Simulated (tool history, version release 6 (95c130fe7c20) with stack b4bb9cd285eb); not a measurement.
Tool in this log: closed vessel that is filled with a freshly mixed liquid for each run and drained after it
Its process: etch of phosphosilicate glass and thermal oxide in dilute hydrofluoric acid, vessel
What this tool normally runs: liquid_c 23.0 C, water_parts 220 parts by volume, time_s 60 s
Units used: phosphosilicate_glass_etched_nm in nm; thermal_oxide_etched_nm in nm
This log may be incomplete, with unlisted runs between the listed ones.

| run | hour | liquid_c | water_parts | time_s | wafers since the last listed run | hours since the thermometer was replaced | hours since the hydrofluoric acid flow meter was replaced | hours since the gauge calibration | read-back film thickness of the phosphosilicate glass reference wafer, read on the same gauge (nm) | read-back film thickness of the thermal oxide reference wafer, read on the same gauge (nm) | phosphosilicate_glass_etched_nm | thermal_oxide_etched_nm |
|---|---|---|---|---|---|---|---|---|---|---|---|---|
| 1 | 0.0 | 23.0 | 255 | 60 | 0 | 1836.5 | 775.9 | 465.7 | 40.00 | 59.974 | 21.39 | 0.967 |
| 2 | 36.6 | 23.0 | 255 | 60 | 4554 | 1873.1 | 812.5 | 502.3 | 40.00 | 60.018 | 21.36 | 0.885 |
| 3 | 69.7 | 23.0 | 220 | 60 | 4118 | 1906.2 | 845.6 | 535.4 | 39.98 | 60.020 | 25.67 | 1.131 |
|  | 98.7 | thermometer replaced |
| 4 | 105.3 | 23.0 | 220 | 60 | 4305 | 6.6 | 881.2 | 571.0 | 40.02 | 60.018 | 25.55 | 1.136 |
| 5 | 136.4 | 23.0 | 220 | 60 | 3869 | 37.7 | 912.3 | 602.1 | 39.99 | 60.011 | 25.81 | 1.154 |
| 6 | 192.6 | 28.0 | 170 | 35 | 6992 | 93.9 | 968.5 | 658.3 | 39.98 | 60.025 | 24.60 | 1.057 |
| 7 | 276.4 | 23.0 | 220 | 40 | 10427 | 177.7 | 1052.3 | 742.1 | 40.00 | 60.000 | 17.30 | 0.768 |
| 8 | 315.1 | 26.0 | 220 | 60 | 4815 | 216.4 | 1091.0 | 780.8 | 40.01 | 60.008 | 28.60 | 1.234 |
| 9 | 359.3 | 23.0 | 220 | 60 | 5499 | 260.6 | 1135.2 | 825.0 | 40.02 | 60.003 | 25.68 | 1.142 |
| 10 | 521.9 | 27.0 | 130 | 70 | 20232 | 423.2 | 1297.8 | 987.6 | 40.00 | 59.987 | 64.70 | 2.914 |
| 11 | 575.5 | 23.0 | 315 | 80 | 6669 | 476.8 | 1351.4 | 1041.2 | 40.01 | 60.004 | 21.61 | 0.946 |
| 12 | 646.2 | 23.0 | 220 | 60 | 8797 | 547.5 | 1422.1 | 1111.9 | 40.01 | 59.966 | 25.61 | 1.133 |
| 13 | 704.4 | 23.0 | 220 | 60 | 7241 | 605.7 | 1480.3 | 1170.1 | 40.01 | 60.026 | 25.87 | 1.136 |
| 14 | 753.9 | 23.0 | 175 | 50 | 6159 | 655.2 | 1529.8 | 1219.6 | 40.01 | 60.026 | 28.30 | 1.229 |
|  | 758.3 | gauge calibrated |
| 15 | 808.9 | 27.0 | 180 | 40 | 6843 | 710.2 | 1584.8 | 50.6 | 40.02 | 60.041 | 25.38 | 1.202 |
| 16 | 877.0 | 27.0 | 250 | 30 | 8473 | 778.3 | 1652.9 | 118.7 | 40.02 | 60.016 | 12.58 | 0.538 |
| 17 | 940.1 | 23.0 | 220 | 60 | 7851 | 841.4 | 1716.0 | 181.8 | 40.01 | 60.015 | 26.02 | 1.114 |
|  | 957.5 | hydrofluoric acid flow meter replaced |
| 18 | 994.4 | 27.0 | 220 | 30 | 6632 | 895.7 | 36.9 | 236.1 | 40.02 | 60.011 | 14.83 | 0.701 |
| 19 | 1021.1 | 23.0 | 220 | 45 | 3322 | 922.4 | 63.6 | 262.8 | 40.00 | 59.984 | 19.15 | 0.842 |
| 20 | 1071.7 | 18.0 | 145 | 75 | 6296 | 973.0 | 114.2 | 313.4 | 40.02 | 59.988 | 42.86 | 1.860 |
| 21 | 1141.0 | 23.0 | 160 | 60 | 8622 | 1042.3 | 183.5 | 382.7 | 40.00 | 60.001 | 37.70 | 1.658 |
| 22 | 1180.9 | 24.5 | 170 | 30 | 4964 | 1082.2 | 223.4 | 422.6 | 40.01 | 59.998 | 18.65 | 0.802 |
| 23 | 1240.0 | 23.0 | 160 | 60 | 7353 | 1141.3 | 282.5 | 481.7 | 39.99 | 59.986 | 37.78 | 1.673 |
| 24 | 1288.9 | 25.5 | 220 | 60 | 6084 | 1190.2 | 331.4 | 530.6 | 40.01 | 60.019 | 28.22 | 1.308 |
| 25 | 1340.9 | 26.5 | 180 | 60 | 6470 | 1242.2 | 383.4 | 582.6 | 40.00 | 60.020 | 37.24 | 1.664 |
| 26 | 1392.4 | 21.5 | 115 | 60 | 6408 | 1293.7 | 434.9 | 634.1 | 39.99 | 60.008 | 51.79 | 2.265 |
| 27 | 1444.9 | 26.5 | 250 | 60 | 6532 | 1346.2 | 487.4 | 686.6 | 39.99 | 60.011 | 24.65 | 1.125 |

For each run, what was the tool's unlogged condition?
liquid hotter than its thermometer reads (K): 0 on each run
hydrofluoric acid flow below the setpoint (%): 0 on each run
gauge reads high (%): 0 on each run

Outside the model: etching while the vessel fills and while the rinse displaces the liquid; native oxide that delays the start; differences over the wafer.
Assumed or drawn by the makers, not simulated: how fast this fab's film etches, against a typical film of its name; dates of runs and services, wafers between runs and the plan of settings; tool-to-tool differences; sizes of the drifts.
